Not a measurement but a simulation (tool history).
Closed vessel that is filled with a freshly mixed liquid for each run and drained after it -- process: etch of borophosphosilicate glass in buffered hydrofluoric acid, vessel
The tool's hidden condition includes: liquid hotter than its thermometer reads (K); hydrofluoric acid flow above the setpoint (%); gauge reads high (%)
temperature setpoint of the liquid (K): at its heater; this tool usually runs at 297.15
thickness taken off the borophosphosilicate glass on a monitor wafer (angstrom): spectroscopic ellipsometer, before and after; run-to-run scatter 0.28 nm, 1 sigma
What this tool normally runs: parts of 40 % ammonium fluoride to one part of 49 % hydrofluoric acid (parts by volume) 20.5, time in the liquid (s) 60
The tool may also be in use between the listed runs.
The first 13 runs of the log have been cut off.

run     day  temperature setpoint of the liquid (K)  parts of 40 % ammonium fluoride to one part of 49 % hydrofluoric acid (parts by volume)  time in the liquid (s)  wafers since the last listed run  hours since the thermometer was replaced  hours since the hydrofluoric acid flow meter was replaced  hours since the gauge calibration  read-back film thickness of the borophosphosilicate glass reference wafer, read on the same gauge (nm)  thickness taken off the borophosphosilicate glass on a monitor wafer (angstrom)
 14  15.962                                  297.15                                                                                     20.5                      60                              1936                                     104.4                                                      212.5                              138.3                                                                                                  110.00                                                                            375.5
 15  16.717                                  294.15                                                                                     24.5                      75                              2003                                     122.5                                                      230.6                              156.4                                                                                                  109.97                                                                            348.5
 16  17.571                                  297.15                                                                                     15.5                      35                              2268                                     143.0                                                      251.1                              176.9                                                                                                  109.99                                                                            292.0
 17  18.512                                  301.65                                                                                     20.5                      60                              2501                                     165.6                                                      273.7                              199.5                                                                                                  109.94                                                                            478.6
 18  19.717                                  293.15                                                                                     20.5                      70                              3198                                     194.5                                                      302.6                              228.4                                                                                                  110.00                                                                            351.2
 19  20.512                                  297.15                                                                                     20.5                      60                              2113                                     213.6                                                      321.7                              247.5                                                                                                  110.01                                                                            376.4
 20  21.679                                  297.15                                                                                     20.5                      60                              3098                                     241.6                                                      349.7                              275.5                                                                                                  109.96                                                                            375.5
 21  22.375                                  297.15                                                                                     16.0                      60                              1848                                     258.3                                                      366.4                              292.2                                                                                                  110.00                                                                            478.8
 22  23.467                                  297.15                                                                                     20.5                      60                              2899                                     284.5                                                      392.6                              318.4                                                                                                  110.03                                                                            378.6
 23  24.579                                  297.15                                                                                     24.5                      60                              2955                                     311.2                                                      419.3                              345.1                                                                                                  110.03                                                                            333.8
 24  25.192                                  292.65                                                                                     25.5                      85                              1626                                     325.9                                                      434.0                              359.8                                                                                                  110.02                                                                            356.6

Predict the results of run 25:
 25  26.079                                  297.15                                                                                     20.5                      60                              2357                                     347.2                                                      455.3                              381.1                                                                                                       ?                                                                                ?

{"run 25": {"read-back film thickness of the borophosphosilicate glass reference wafer, read on the same gauge (nm)": 109.99, "thickness taken off the borophosphosilicate glass on a monitor wafer (angstrom)": 382.5}}
On a tool with no hidden condition, and with the same random variation, this run would have come out at thickness taken off the borophosphosilicate glass on a monitor wafer (angstrom) 372.4.
